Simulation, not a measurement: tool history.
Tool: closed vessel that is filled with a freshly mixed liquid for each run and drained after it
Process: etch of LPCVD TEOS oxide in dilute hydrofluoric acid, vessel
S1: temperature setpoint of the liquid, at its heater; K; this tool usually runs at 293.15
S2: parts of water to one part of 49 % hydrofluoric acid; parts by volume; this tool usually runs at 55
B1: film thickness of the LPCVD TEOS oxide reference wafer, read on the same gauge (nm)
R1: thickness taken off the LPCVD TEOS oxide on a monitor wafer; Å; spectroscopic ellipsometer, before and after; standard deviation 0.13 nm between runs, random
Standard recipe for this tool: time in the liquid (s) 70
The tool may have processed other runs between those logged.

run 1 hour=0 | S1=293.15 S2=55 time_in_the_liquid_(s)=85 | B1=40.05 | R1=248.8
run 2 hour=169 | S1=293.15 S2=55 time_in_the_liquid_(s)=85 | B1=40.03 | R1=246.7
run 3 hour=256.7 | S1=293.15 S2=55 time_in_the_liquid_(s)=85 | B1=39.99 | R1=250.3
run 4 hour=338.9 | S1=293.15 S2=55 time_in_the_liquid_(s)=70 | B1=40 | R1=201.4
-- hour=340.6 hydrofluoric acid flow meter replaced
run 5 hour=411.7 | S1=293.15 S2=55 time_in_the_liquid_(s)=70 | B1=40 | R1=204.6
run 6 hour=474.4 | S1=293.15 S2=55 time_in_the_liquid_(s)=70 | B1=39.98 | R1=203.3
run 7 hour=563.1 | S1=293.15 S2=65 time_in_the_liquid_(s)=70 | B1=39.98 | R1=170.4
-- hour=567.6 thermometer replaced
run 8 hour=665.5 | S1=293.15 S2=30 time_in_the_liquid_(s)=70 | B1=39.98 | R1=390.8
run 9 hour=725.3 | S1=293.15 S2=65 time_in_the_liquid_(s)=70 | B1=39.95 | R1=169.9
-- hour=750.1 gauge calibrated
run 10 hour=761.9 | S1=293.15 S2=75 time_in_the_liquid_(s)=70 | B1=39.99 | R1=145.1
run 11 hour=828.8 | S1=293.15 S2=70 time_in_the_liquid_(s)=90 | B1=39.99 | R1=202.4
run 12 hour=933.7 | S1=293.15 S2=55 time_in_the_liquid_(s)=70 | B1=40.02 | R1=203.3
run 13 hour=999.5 | S1=295.65 S2=35 time_in_the_liquid_(s)=70 | B1=40.02 | R1=364.1
run 14 hour=1094.1 | S1=294.65 S2=55 time_in_the_liquid_(s)=35 | B1=40.02 | R1=109

Predict each of these 5 candidate next runs independently; none follows another, all start after run 14:
run A hour=1094.8 | S1=293.15 S2=55 time_in_the_liquid_(s)=40 | B1=? | R1=?
run B hour=1094.8 | S1=290.15 S2=70 time_in_the_liquid_(s)=55 | B1=? | R1=?
run C hour=1094.8 | S1=296.15 S2=55 time_in_the_liquid_(s)=100 | B1=? | R1=?
run D hour=1094.8 | S1=293.15 S2=55 time_in_the_liquid_(s)=35 | B1=? | R1=?
run E hour=1094.8 | S1=293.15 S2=70 time_in_the_liquid_(s)=80 | B1=? | R1=?

run=A B1=39.98 R1=116.5
run=B B1=39.98 R1=108.8
run=C B1=39.98 R1=330.1
run=D B1=39.98 R1=101.9
run=E B1=39.98 R1=179.8
Stripped of hidden state, with their random variation kept, the same runs would have yielded:
run=A R1=116.5
run=B R1=108.8
run=C R1=330.1
run=D R1=101.9
run=E R1=179.8

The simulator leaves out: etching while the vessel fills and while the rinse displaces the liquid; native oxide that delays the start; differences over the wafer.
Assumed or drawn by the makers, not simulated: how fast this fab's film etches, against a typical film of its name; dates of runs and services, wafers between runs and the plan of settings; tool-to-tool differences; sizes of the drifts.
